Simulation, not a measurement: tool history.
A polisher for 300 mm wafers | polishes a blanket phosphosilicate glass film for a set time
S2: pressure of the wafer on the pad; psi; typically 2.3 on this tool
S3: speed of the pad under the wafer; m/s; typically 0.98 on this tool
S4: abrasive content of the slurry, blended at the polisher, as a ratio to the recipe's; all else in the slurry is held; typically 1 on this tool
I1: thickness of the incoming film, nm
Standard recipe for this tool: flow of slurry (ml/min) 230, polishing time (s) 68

{"run": 1, "hour": 0.0, "flow of slurry (ml/min)": 230, "S2": 1.8, "S3": 0.98, "S4": 1, "polishing time (s)": 82, "I1": 3621, "film removed (Å)": 4413}
{"run": 2, "hour": 30.6, "flow of slurry (ml/min)": 230, "S2": 2.3, "S3": 0.98, "S4": 1, "polishing time (s)": 55, "I1": 3568.3, "film removed (Å)": 3780}
{"hour": 52.4, "done": "worn pad replaced by a new one"}
{"hour": 54.4, "done": "conditioning disc replaced and pad reconditioned"}
{"hour": 55.2, "done": "slurry blender recalibrated"}
{"run": 3, "hour": 58.3, "flow of slurry (ml/min)": 230, "S2": 2.3, "S3": 0.98, "S4": 1, "polishing time (s)": 55, "I1": 3642.5, "film removed (Å)": 3746}
{"run": 4, "hour": 85.4, "flow of slurry (ml/min)": 230, "S2": 2.3, "S3": 0.98, "S4": 1, "polishing time (s)": 55, "I1": 3676.5, "film removed (Å)": 3771}
{"run": 5, "hour": 102.9, "flow of slurry (ml/min)": 230, "S2": 2.3, "S3": 0.98, "S4": 1, "polishing time (s)": 68, "I1": 3599.9, "film removed (Å)": 4594}
{"run": 6, "hour": 126.5, "flow of slurry (ml/min)": 230, "S2": 2, "S3": 0.76, "S4": 1, "polishing time (s)": 68, "I1": 3582.2, "film removed (Å)": 3505}
{"run": 7, "hour": 148.8, "flow of slurry (ml/min)": 230, "S2": 2, "S3": 0.76, "S4": 1, "polishing time (s)": 68, "I1": 3584.9, "film removed (Å)": 3544}
{"run": 8, "hour": 163.0, "flow of slurry (ml/min)": 230, "S2": 2, "S3": 0.76, "S4": 1, "polishing time (s)": 68, "I1": 3685.7, "film removed (Å)": 3515}
{"hour": 194.5, "done": "worn pad replaced by a new one"}
{"hour": 195.0, "done": "slurry blender recalibrated"}
{"run": 9, "hour": 196.9, "flow of slurry (ml/min)": 230, "S2": 2.3, "S3": 0.98, "S4": 1, "polishing time (s)": 68, "I1": 3638.1, "film removed (Å)": 4663}
{"run": 10, "hour": 215.7, "flow of slurry (ml/min)": 200, "S2": 3.1, "S3": 0.98, "S4": 0.75, "polishing time (s)": 53, "I1": 3689.4, "film removed (Å)": 4295}
{"run": 11, "hour": 242.6, "flow of slurry (ml/min)": 230, "S2": 2.3, "S3": 0.98, "S4": 1, "polishing time (s)": 55, "I1": 3579.5, "film removed (Å)": 3714}
{"run": 12, "hour": 260.1, "flow of slurry (ml/min)": 180, "S2": 2.3, "S3": 1.12, "S4": 1.15, "polishing time (s)": 68, "I1": 3614.7, "film removed (Å)": 4997}
{"run": 13, "hour": 273.8, "flow of slurry (ml/min)": 230, "S2": 1.7, "S3": 1.12, "S4": 0.9, "polishing time (s)": 68, "I1": 3621.5, "film removed (Å)": 3532}
{"hour": 289.7, "done": "head pressure recalibrated"}
{"run": 14, "hour": 306.3, "flow of slurry (ml/min)": 285, "S2": 2.3, "S3": 0.98, "S4": 1.25, "polishing time (s)": 68, "I1": 3568.1, "film removed (Å)": 5123}
{"run": 15, "hour": 319.4, "flow of slurry (ml/min)": 230, "S2": 2, "S3": 0.98, "S4": 1, "polishing time (s)": 68, "I1": 3710.4, "film removed (Å)": 4036}
{"hour": 323.7, "done": "worn pad replaced by a new one"}
{"hour": 326.7, "done": "slurry nozzle cleaned"}
{"hour": 334.6, "done": "slurry blender recalibrated"}
{"run": 16, "hour": 348.5, "flow of slurry (ml/min)": 230, "S2": 1.8, "S3": 0.98, "S4": 1, "polishing time (s)": 84, "I1": 3689.3, "film removed (Å)": 4477}
{"hour": 379.2, "done": "conditioning disc replaced and pad reconditioned"}
{"run": 17, "hour": 382.5, "flow of slurry (ml/min)": 230, "S2": 3.1, "S3": 1.1, "S4": 1, "polishing time (s)": 68, "I1": 3653.6, "film removed (Å)": 6575}
{"run": 18, "hour": 398.9, "flow of slurry (ml/min)": 230, "S2": 2.5, "S3": 0.68, "S4": 1, "polishing time (s)": 45, "I1": 3624.7, "film removed (Å)": 2791}
{"run": 19, "hour": 415.2, "flow of slurry (ml/min)": 230, "S2": 2.3, "S3": 0.98, "S4": 1, "polishing time (s)": 68, "I1": 3626, "film removed (Å)": 4597}
{"run": 20, "hour": 429.4, "flow of slurry (ml/min)": 230, "S2": 2.3, "S3": 0.98, "S4": 1, "polishing time (s)": 68, "I1": 3614.7, "film removed (Å)": 4628}
{"run": 21, "hour": 447.8, "flow of slurry (ml/min)": 230, "S2": 1.9, "S3": 1.16, "S4": 1, "polishing time (s)": 68, "I1": 3641.7, "film removed (Å)": 4200}
{"hour": 460.2, "done": "worn pad replaced by a new one"}
{"hour": 476.8, "done": "slurry blender recalibrated"}
{"run": 22, "hour": 483.3, "flow of slurry (ml/min)": 230, "S2": 2.3, "S3": 0.98, "S4": 1, "polishing time (s)": 68, "I1": 3630.8, "film removed (Å)": 4656}
{"run": 23, "hour": 514.9, "flow of slurry (ml/min)": 230, "S2": 2.3, "S3": 0.98, "S4": 1, "polishing time (s)": 68, "I1": 3574, "film removed (Å)": 4630}
{"run": 24, "hour": 530.5, "flow of slurry (ml/min)": 230, "S2": 2.3, "S3": 0.98, "S4": 1, "polishing time (s)": 68, "I1": 3579.1, "film removed (Å)": 4638}

What the log doesn't show, run by run:
removal rate lost through wear of the pad, %: 0 at every run
slurry flow missing at the pad, %: 0 at every run
deviation of the head's pressure from its setpoint, %: 0 at every run
abrasive missing from the slurry, %: 0 at every run
time polished since the conditioner stopped cutting, s: 0 at every run

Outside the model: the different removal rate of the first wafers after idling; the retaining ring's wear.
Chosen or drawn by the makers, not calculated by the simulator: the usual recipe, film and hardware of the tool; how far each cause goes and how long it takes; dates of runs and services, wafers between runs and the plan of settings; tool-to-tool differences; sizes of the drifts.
